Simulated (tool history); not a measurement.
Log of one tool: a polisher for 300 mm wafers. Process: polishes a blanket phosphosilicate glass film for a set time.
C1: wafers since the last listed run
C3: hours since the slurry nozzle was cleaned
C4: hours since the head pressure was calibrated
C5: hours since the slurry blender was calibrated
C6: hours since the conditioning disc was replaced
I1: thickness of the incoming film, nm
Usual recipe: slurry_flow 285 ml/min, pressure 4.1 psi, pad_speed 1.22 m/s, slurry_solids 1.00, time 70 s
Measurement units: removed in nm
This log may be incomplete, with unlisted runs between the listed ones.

{"run": 1, "hour": 0.0, "slurry_flow": 285, "pressure": 4.1, "pad_speed": 1.22, "slurry_solids": 1.0, "time": 70, "C1": 0, "wafers polished on this pad": 979, "C3": 271.5, "C4": 267.5, "C5": 476.9, "C6": 407.0, "I1": 3205.6, "removed": 971.3}
{"run": 2, "hour": 58.9, "slurry_flow": 285, "pressure": 3.1, "pad_speed": 1.22, "slurry_solids": 1.0, "time": 85, "C1": 458, "wafers polished on this pad": 1438, "C3": 330.4, "C4": 326.4, "C5": 535.8, "C6": 465.9, "I1": 3160.7, "removed": 879.0}
{"hour": 84.0, "done": "slurry blender recalibrated"}
{"run": 3, "hour": 104.8, "slurry_flow": 285, "pressure": 3.1, "pad_speed": 1.22, "slurry_solids": 1.0, "time": 85, "C1": 341, "wafers polished on this pad": 1780, "C3": 376.3, "C4": 372.3, "C5": 20.8, "C6": 511.8, "I1": 3135.1, "removed": 877.2}
{"hour": 189.9, "done": "conditioning disc replaced and pad reconditioned"}
{"run": 4, "hour": 190.6, "slurry_flow": 285, "pressure": 4.1, "pad_speed": 1.22, "slurry_solids": 1.0, "time": 70, "C1": 652, "wafers polished on this pad": 2433, "C3": 462.1, "C4": 458.1, "C5": 106.6, "C6": 0.7, "I1": 3154.0, "removed": 959.1}
{"run": 5, "hour": 232.5, "slurry_flow": 285, "pressure": 4.1, "pad_speed": 1.22, "slurry_solids": 1.0, "time": 70, "C1": 326, "wafers polished on this pad": 2759, "C3": 504.0, "C4": 500.0, "C5": 148.5, "C6": 42.6, "I1": 3108.9, "removed": 937.9}
{"run": 6, "hour": 292.5, "slurry_flow": 285, "pressure": 4.1, "pad_speed": 1.22, "slurry_solids": 1.0, "time": 75, "C1": 467, "wafers polished on this pad": 3226, "C3": 564.0, "C4": 560.0, "C5": 208.5, "C6": 102.6, "I1": 3222.2, "removed": 1001.5}
{"hour": 314.0, "done": "head pressure recalibrated, repeated, since the last time left the tool worse"}
{"run": 7, "hour": 351.1, "slurry_flow": 285, "pressure": 4.1, "pad_speed": 1.08, "slurry_solids": 1.0, "time": 57, "C1": 440, "wafers polished on this pad": 3667, "C3": 622.6, "C4": 37.1, "C5": 267.1, "C6": 161.2, "I1": 3166.8, "removed": 802.3}
{"hour": 410.3, "done": "slurry nozzle cleaned"}
{"run": 8, "hour": 438.1, "slurry_flow": 285, "pressure": 4.1, "pad_speed": 1.22, "slurry_solids": 1.0, "time": 47, "C1": 669, "wafers polished on this pad": 4337, "C3": 27.8, "C4": 124.1, "C5": 354.1, "C6": 248.2, "I1": 3177.6, "removed": 722.2}
{"hour": 447.9, "done": "worn pad replaced by a new one"}
{"run": 9, "hour": 494.0, "slurry_flow": 330, "pressure": 5.4, "pad_speed": 0.9, "slurry_solids": 0.8, "time": 70, "C1": 404, "wafers polished on this pad": 358, "C3": 83.7, "C4": 180.0, "C5": 410.0, "C6": 304.1, "I1": 3163.2, "removed": 1040.3}
{"run": 10, "hour": 545.1, "slurry_flow": 210, "pressure": 4.1, "pad_speed": 1.58, "slurry_solids": 1.0, "time": 70, "C1": 398, "wafers polished on this pad": 756, "C3": 134.8, "C4": 231.1, "C5": 461.1, "C6": 355.2, "I1": 3163.9, "removed": 1258.1}
{"run": 11, "hour": 627.1, "slurry_flow": 210, "pressure": 4.1, "pad_speed": 1.58, "slurry_solids": 1.0, "time": 70, "C1": 638, "wafers polished on this pad": 1395, "C3": 216.8, "C4": 313.1, "C5": 543.1, "C6": 437.2, "I1": 3202.7, "removed": 1236.4}
{"run": 12, "hour": 668.9, "slurry_flow": 285, "pressure": 4.1, "pad_speed": 1.08, "slurry_solids": 1.0, "time": 57, "C1": 325, "wafers polished on this pad": 1721, "C3": 258.6, "C4": 354.9, "C5": 584.9, "C6": 479.0, "I1": 3176.7, "removed": 817.2}
{"hour": 699.9, "done": "slurry blender recalibrated"}
{"run": 13, "hour": 752.2, "slurry_flow": 285, "pressure": 4.1, "pad_speed": 1.22, "slurry_solids": 1.0, "time": 70, "C1": 633, "wafers polished on this pad": 2354, "C3": 341.9, "C4": 438.2, "C5": 52.3, "C6": 562.3, "I1": 3213.0, "removed": 1034.6}
{"run": 14, "hour": 803.9, "slurry_flow": 285, "pressure": 4.1, "pad_speed": 1.58, "slurry_solids": 1.15, "time": 79, "C1": 402, "wafers polished on this pad": 2757, "C3": 393.6, "C4": 489.9, "C5": 104.0, "C6": 614.0, "I1": 3152.9, "removed": 1529.7}
{"hour": 808.0, "done": "conditioning disc replaced and pad reconditioned"}
{"hour": 848.1, "done": "head pressure recalibrated"}
{"run": 15, "hour": 896.7, "slurry_flow": 285, "pressure": 5.2, "pad_speed": 1.22, "slurry_solids": 1.0, "time": 70, "C1": 691, "wafers polished on this pad": 3448, "C3": 486.4, "C4": 48.6, "C5": 196.8, "C6": 88.7, "I1": 3176.0, "removed": 1422.2}
{"hour": 1049.9, "done": "worn pad replaced by a new one"}
{"hour": 1119.8, "done": "slurry nozzle cleaned"}
{"run": 16, "hour": 1195.9, "slurry_flow": 365, "pressure": 4.1, "pad_speed": 1.5, "slurry_solids": 1.0, "time": 70, "C1": 2291, "wafers polished on this pad": 1129, "C3": 76.1, "C4": 347.8, "C5": 496.0, "C6": 387.9, "I1": 3196.1, "removed": 1263.8}
{"hour": 1220.6, "done": "slurry blender recalibrated"}
{"run": 17, "hour": 1265.2, "slurry_flow": 285, "pressure": 4.1, "pad_speed": 1.22, "slurry_solids": 1.0, "time": 70, "C1": 524, "wafers polished on this pad": 1653, "C3": 145.4, "C4": 417.1, "C5": 44.6, "C6": 457.2, "I1": 3135.5, "removed": 1087.7}
{"run": 18, "hour": 1342.2, "slurry_flow": 330, "pressure": 5.4, "pad_speed": 0.9, "slurry_solids": 0.8, "time": 70, "C1": 599, "wafers polished on this pad": 2253, "C3": 222.4, "C4": 494.1, "C5": 121.6, "C6": 534.2, "I1": 3159.5, "removed": 1018.2}
{"hour": 1366.8, "done": "head pressure recalibrated"}
{"hour": 1401.2, "done": "conditioning disc replaced and pad reconditioned"}
{"run": 19, "hour": 1428.3, "slurry_flow": 285, "pressure": 4.1, "pad_speed": 1.22, "slurry_solids": 1.0, "time": 70, "C1": 639, "wafers polished on this pad": 2893, "C3": 308.5, "C4": 61.5, "C5": 207.7, "C6": 27.1, "I1": 3185.5, "removed": 1112.2}
{"run": 20, "hour": 1491.7, "slurry_flow": 285, "pressure": 4.1, "pad_speed": 1.08, "slurry_solids": 1.0, "time": 57, "C1": 493, "wafers polished on this pad": 3387, "C3": 371.9, "C4": 124.9, "C5": 271.1, "C6": 90.5, "I1": 3226.6, "removed": 842.7}
{"hour": 1527.4, "done": "worn pad replaced by a new one"}
{"run": 21, "hour": 1589.7, "slurry_flow": 285, "pressure": 4.1, "pad_speed": 1.22, "slurry_solids": 1.0, "time": 92, "C1": 732, "wafers polished on this pad": 485, "C3": 469.9, "C4": 222.9, "C5": 369.1, "C6": 188.5, "I1": 3163.4, "removed": 1455.3}
{"run": 22, "hour": 1665.1, "slurry_flow": 285, "pressure": 4.7, "pad_speed": 1.22, "slurry_solids": 1.0, "time": 50, "C1": 587, "wafers polished on this pad": 1072, "C3": 545.3, "C4": 298.3, "C5": 444.5, "C6": 263.9, "I1": 3227.0, "removed": 894.7}
{"hour": 1737.7, "done": "slurry nozzle cleaned"}
{"run": 23, "hour": 1738.5, "slurry_flow": 285, "pressure": 4.1, "pad_speed": 1.22, "slurry_solids": 1.0, "time": 70, "C1": 563, "wafers polished on this pad": 1636, "C3": 0.8, "C4": 371.7, "C5": 517.9, "C6": 337.3, "I1": 3117.6, "removed": 1061.3}
{"run": 24, "hour": 1778.1, "slurry_flow": 220, "pressure": 4.1, "pad_speed": 1.0, "slurry_solids": 1.0, "time": 48, "C1": 308, "wafers polished on this pad": 1945, "C3": 40.4, "C4": 411.3, "C5": 557.5, "C6": 376.9, "I1": 3124.9, "removed": 619.6}
{"run": 25, "hour": 1841.8, "slurry_flow": 285, "pressure": 4.1, "pad_speed": 1.22, "slurry_solids": 0.85, "time": 70, "C1": 496, "wafers polished on this pad": 2441, "C3": 104.1, "C4": 475.0, "C5": 621.2, "C6": 440.6, "I1": 3160.9, "removed": 1000.1}

Forecast each of these 4 alternatives for the next run:
{"run": "A", "hour": 1842.2, "slurry_flow": 285, "pressure": 4.1, "pad_speed": 1.22, "slurry_solids": 1.0, "time": 70, "C1": 3, "wafers polished on this pad": 2444, "C3": 104.5, "C4": 475.4, "C5": 621.6, "C6": 441.0, "I1": 3125.7, "removed": "?"}
{"run": "B", "hour": 1842.2, "slurry_flow": 285, "pressure": 4.1, "pad_speed": 1.22, "slurry_solids": 1.15, "time": 70, "C1": 3, "wafers polished on this pad": 2444, "C3": 104.5, "C4": 475.4, "C5": 621.6, "C6": 441.0, "I1": 3125.7, "removed": "?"}
{"run": "C", "hour": 1842.2, "slurry_flow": 255, "pressure": 4.1, "pad_speed": 1.22, "slurry_solids": 1.0, "time": 70, "C1": 3, "wafers polished on this pad": 2444, "C3": 104.5, "C4": 475.4, "C5": 621.6, "C6": 441.0, "I1": 3125.7, "removed": "?"}
{"run": "D", "hour": 1842.2, "slurry_flow": 285, "pressure": 3.7, "pad_speed": 1.02, "slurry_solids": 1.0, "time": 47, "C1": 3, "wafers polished on this pad": 2444, "C3": 104.5, "C4": 475.4, "C5": 621.6, "C6": 441.0, "I1": 3125.7, "removed": "?"}

run=A removed=1081.4
run=B removed=1159.9
run=C removed=1068.2
run=D removed=576.8
Had the tool no hidden state, the same runs would have come out as:
run=A removed=1123.8
run=B removed=1205.4
run=C removed=1110.1
run=D removed=599.4
